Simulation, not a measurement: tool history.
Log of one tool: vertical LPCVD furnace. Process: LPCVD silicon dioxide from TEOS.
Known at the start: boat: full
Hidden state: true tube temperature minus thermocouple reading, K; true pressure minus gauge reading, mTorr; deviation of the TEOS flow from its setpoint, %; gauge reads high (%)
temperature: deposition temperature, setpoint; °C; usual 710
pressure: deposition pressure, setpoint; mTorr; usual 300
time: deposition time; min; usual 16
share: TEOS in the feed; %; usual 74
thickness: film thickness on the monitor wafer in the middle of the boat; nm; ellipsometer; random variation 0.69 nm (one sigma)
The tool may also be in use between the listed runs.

run     day  temperature  pressure  time  share  wafers since the last listed run  hours since the last temperature calibration  hours since the pressure gauge was zeroed  hours since the TEOS flow controller was replaced  hours since the gauge calibration  read-back reference wafer on the same gauge, thickness  thickness
  1       0          701       300    16     74                                 0                                        2176.3                                     1820.6                                             2735.3                             1236.5                                                  179.36     123.43
  2   2.308          707       300    16     74                               804                                        2231.7                                       1876                                             2790.7                             1291.9                                                  179.29     142.63
  3   4.462          710       300    16     74                               750                                        2283.4                                     1927.7                                             2842.4                             1343.6                                                  179.51     152.15
  4   7.546          710       300    16     74                              1074                                        2357.4                                     2001.7                                             2916.4                             1417.6                                                  179.66     152.82
     10.279  -- TEOS flow controller replaced
  5    10.3          710       300    16     74                               611                                        2423.5                                     2067.8                                                0.5                             1483.7                                                  179.89     153.34
  6  13.458          710       300    16     74                              1100                                        2499.3                                     2143.6                                               76.3                             1559.5                                                  179.79     151.74
  7  16.546          710       300    16     74                              1075                                        2573.4                                     2217.7                                              150.4                             1633.6                                                   180.3     151.88
  8  18.108          710       300    16     74                               544                                        2610.9                                     2255.2                                              187.9                             1671.1                                                  180.44     153.01
  9  22.312          710       300    16     74                              1465                                        2711.8                                     2356.1                                              288.8                               1772                                                  180.09     152.74
 10  26.267          710       300    16     60                              1377                                        2806.7                                       2451                                              383.7                             1866.9                                                  180.46     137.02
 11   30.05          710       255    16     74                              1318                                        2897.5                                     2541.8                                              474.5                             1957.7                                                  180.59     141.39
 12  33.154          710       250    16     69                              1081                                          2972                                     2616.3                                                549                             2032.2                                                  180.71     135.04
 13  35.346          700       230  10.5     74                               763                                        3024.6                                     2668.9                                              601.6                             2084.8                                                  180.62      69.29
 14  38.554          703       300    16     79                              1118                                        3101.6                                     2745.9                                              678.6                             2161.8                                                   181.1     135.46
 15  42.025          720       300    16     74                              1209                                        3184.9                                     2829.2                                              761.9                             2245.1                                                  180.46     191.75
       44.1  -- gauge calibrated
 16  44.421          710       300    16     74                               834                                        3242.4                                     2886.7                                              819.4                                7.7                                                  169.57     142.92
 17  46.596          710       225  17.5     66                               757                                        3294.6                                     2938.9                                              871.6                               59.9                                                  170.39     128.81
     50.079  -- pressure gauge zeroed
 18  50.179          718       240    16     74                               900                                        3380.6                                        2.4                                              957.6                              145.9                                                  170.89     155.96
     51.638  -- thermocouples replaced and temperature profile calibrated
 19  52.596          702       300    16     63                               493                                            23                                       60.4                                             1015.6                              203.9                                                  171.67      112.5
 20  56.083          710       300  11.5     74                              1215                                         106.7                                      144.1                                             1099.3                              287.6                                                  172.21     104.32
 21  60.471          720       345    10     66                              1528                                           212                                      249.4                                             1204.6                              392.9                                                  173.37     117.22
 22  63.454          700       300    16     74                              1039                                         283.6                                        321                                             1276.2                              464.5                                                  173.98      116.8
 23  66.033          714       330    16     86                               898                                         345.5                                      382.9                                             1338.1                              526.4                                                  173.87     182.24
 24  68.738          710       300    16     74                               942                                         410.4                                      447.8                                               1403                              591.3                                                   174.4     148.22
 25  72.954          721       300    16     74                              1469                                         511.6                                        549                                             1504.2                              692.5                                                  175.11     191.46
 26  74.992          710       335    16     74                               710                                         560.5                                      597.9                                             1553.1                              741.4                                                  175.28     158.71
 27  77.292          710       335  10.5     61                               801                                         615.7                                      653.1                                             1608.3                              796.6                                                  175.54      93.99
 28  81.788          699       340    16     62                              1566                                         723.6                                        761                                             1716.2                              904.5                                                  175.75     111.87
 29  83.833          710       235    13     74                               712                                         772.7                                      810.1                                             1765.3                              953.6                                                  175.82      107.9
 30  86.467          720       300    16     74                               917                                         835.9                                      873.3                                             1828.5                             1016.8                                                   176.2     187.54

Forecast each of these 5 alternatives for the next run:
  A  86.667          710       300    16     74                                69                                         840.7                                      878.1                                             1833.3                             1021.6                                                       ?          ?
  B  86.667          718       260  20.5     74                                69                                         840.7                                      878.1                                             1833.3                             1021.6                                                       ?          ?
  C  86.667          718       350    16     84                                69                                         840.7                                      878.1                                             1833.3                             1021.6                                                       ?          ?
  D  86.667          714       300  11.5     74                                69                                         840.7                                      878.1                                             1833.3                             1021.6                                                       ?          ?
  E  86.667          702       300    16     84                                69                                         840.7                                      878.1                                             1833.3                             1021.6                                                       ?          ?

run  read-back reference wafer on the same gauge, thickness  thickness
  A                                                  176.04     148.49
  B                                                  176.04     212.21
  C                                                  176.04     204.74
  D                                                  176.04     116.87
  E                                                  176.04     131.65
Without the tool's hidden state the same runs would have given:
run  thickness
  A        144
  B      205.8
  C     198.55
  D     113.33
  E     127.67
